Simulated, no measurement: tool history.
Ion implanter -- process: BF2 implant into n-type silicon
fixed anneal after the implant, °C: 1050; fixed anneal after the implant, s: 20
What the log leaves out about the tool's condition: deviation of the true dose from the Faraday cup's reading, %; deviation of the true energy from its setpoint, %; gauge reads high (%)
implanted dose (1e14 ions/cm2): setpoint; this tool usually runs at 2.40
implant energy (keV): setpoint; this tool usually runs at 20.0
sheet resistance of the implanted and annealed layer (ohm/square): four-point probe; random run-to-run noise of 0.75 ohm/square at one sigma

run	hour	implanted dose (1e14 ions/cm2)	implant energy (keV)	wafers since the last listed run	hours since the last dose calibration	hours since the extraction supply was calibrated	hours since the gauge calibration	read-back reference wafer on the same gauge, sheet resistance	sheet resistance of the implanted and annealed layer (ohm/square)
1	0.0	2.40	20.0	0	2026.3	5945.0	190.5	503.97	461.81
2	27.5	2.40	20.0	589	2053.8	5972.5	218.0	504.00	462.07
# hour 28.2: gauge calibrated
3	47.8	2.40	20.0	434	2074.1	5992.8	19.6	504.37	461.96
4	66.5	2.40	20.0	400	2092.8	6011.5	38.3	504.26	462.72
5	86.6	2.40	20.0	430	2112.9	6031.6	58.4	503.80	462.20
6	109.4	2.40	20.0	488	2135.7	6054.4	81.2	503.99	462.47
7	138.4	2.40	20.0	621	2164.7	6083.4	110.2	503.82	461.96
8	172.5	2.40	20.0	730	2198.8	6117.5	144.3	504.37	461.65
9	190.6	2.60	20.0	387	2216.9	6135.6	162.4	503.89	431.71
10	204.9	1.70	16.0	306	2231.2	6149.9	176.7	503.99	635.13
# hour 220.0: gauge calibrated
# hour 236.0: extraction supply calibrated
11	240.1	2.07	26.0	582	2266.4	4.1	20.1	504.29	509.83
12	261.4	2.40	18.0	456	2287.7	25.4	41.4	504.16	465.66
13	283.4	2.65	14.5	471	2309.7	47.4	63.4	504.30	436.10
# hour 293.7: Faraday cup replaced and dose calibrated
14	303.9	2.40	20.0	267	10.2	67.9	83.9	504.00	478.66
15	329.8	2.99	14.5	554	36.1	93.8	109.8	504.21	406.95
16	350.4	1.83	25.5	441	56.7	114.4	130.4	504.07	587.20
17	376.8	2.40	20.0	565	83.1	140.8	156.8	503.83	475.92

4 options for the next run, each taken on its own from the tool as it stands now. Forecast them:
A	377.2	2.40	13.0	8	83.5	141.2	157.2	?	?
B	377.2	3.05	20.0	8	83.5	141.2	157.2	?	?
C	377.2	2.40	24.0	8	83.5	141.2	157.2	?	?
D	377.2	1.75	25.5	8	83.5	141.2	157.2	?	?

run	read-back reference wafer on the same gauge, sheet resistance	sheet resistance of the implanted and annealed layer (ohm/square)
A	503.92	494.54
B	503.92	387.28
C	503.92	467.72
D	503.92	606.80
Without the tool's hidden state the same runs would have given:
run	sheet resistance of the implanted and annealed layer (ohm/square)
A	498.30
B	390.23
C	471.22
D	611.29

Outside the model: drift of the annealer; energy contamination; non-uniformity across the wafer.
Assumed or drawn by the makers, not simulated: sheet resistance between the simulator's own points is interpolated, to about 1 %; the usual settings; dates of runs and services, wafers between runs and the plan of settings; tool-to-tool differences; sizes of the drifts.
